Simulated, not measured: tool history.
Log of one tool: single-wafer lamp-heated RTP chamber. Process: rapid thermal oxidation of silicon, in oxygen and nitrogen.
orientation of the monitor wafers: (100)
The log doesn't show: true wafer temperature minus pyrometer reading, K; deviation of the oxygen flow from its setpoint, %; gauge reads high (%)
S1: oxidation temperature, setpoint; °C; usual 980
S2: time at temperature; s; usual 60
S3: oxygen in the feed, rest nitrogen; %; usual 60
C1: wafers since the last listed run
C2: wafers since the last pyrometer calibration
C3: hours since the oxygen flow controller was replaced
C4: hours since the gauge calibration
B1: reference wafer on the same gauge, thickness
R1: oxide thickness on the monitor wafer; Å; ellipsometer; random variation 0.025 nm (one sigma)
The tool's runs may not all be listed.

run 1 day=0.000 | S1=980 S2=47 S3=43 | C1=0 C2=222 C3=5666.4 C4=101.6 | B1=4.747 | R1=36.60
run 2 day=0.504 | S1=980 S2=81 S3=60 | C1=153 C2=376 C3=5678.5 C4=113.7 | B1=4.750 | R1=50.66
run 3 day=1.588 | S1=980 S2=81 S3=60 | C1=330 C2=706 C3=5704.5 C4=139.7 | B1=4.750 | R1=51.22
run 4 day=2.204 | S1=980 S2=81 S3=60 | C1=188 C2=894 C3=5719.3 C4=154.5 | B1=4.744 | R1=50.71
run 5 day=3.467 | S1=980 S2=60 S3=60 | C1=385 C2=1280 C3=5749.6 C4=184.8 | B1=4.749 | R1=44.66
-- day=4.879 pyrometer window cleaned and pyrometer calibrated
run 6 day=4.950 | S1=980 S2=60 S3=60 | C1=350 C2=21 C3=5785.2 C4=220.4 | B1=4.754 | R1=44.17
run 7 day=5.983 | S1=980 S2=60 S3=60 | C1=315 C2=336 C3=5810.0 C4=245.2 | B1=4.754 | R1=44.39
run 8 day=7.121 | S1=963 S2=60 S3=79 | C1=347 C2=683 C3=5837.3 C4=272.5 | B1=4.751 | R1=43.38
run 9 day=7.779 | S1=980 S2=82 S3=40 | C1=200 C2=884 C3=5853.1 C4=288.3 | B1=4.749 | R1=45.25

Forecast run 10:
run 10 day=8.542 | S1=980 S2=88 S3=31 | C1=232 C2=1117 C3=5871.4 C4=306.6 | B1=? | R1=?

B1: 4.750
R1: 43.11 Å
Without the tool's hidden state the same run would have given R1 42.34 Å.
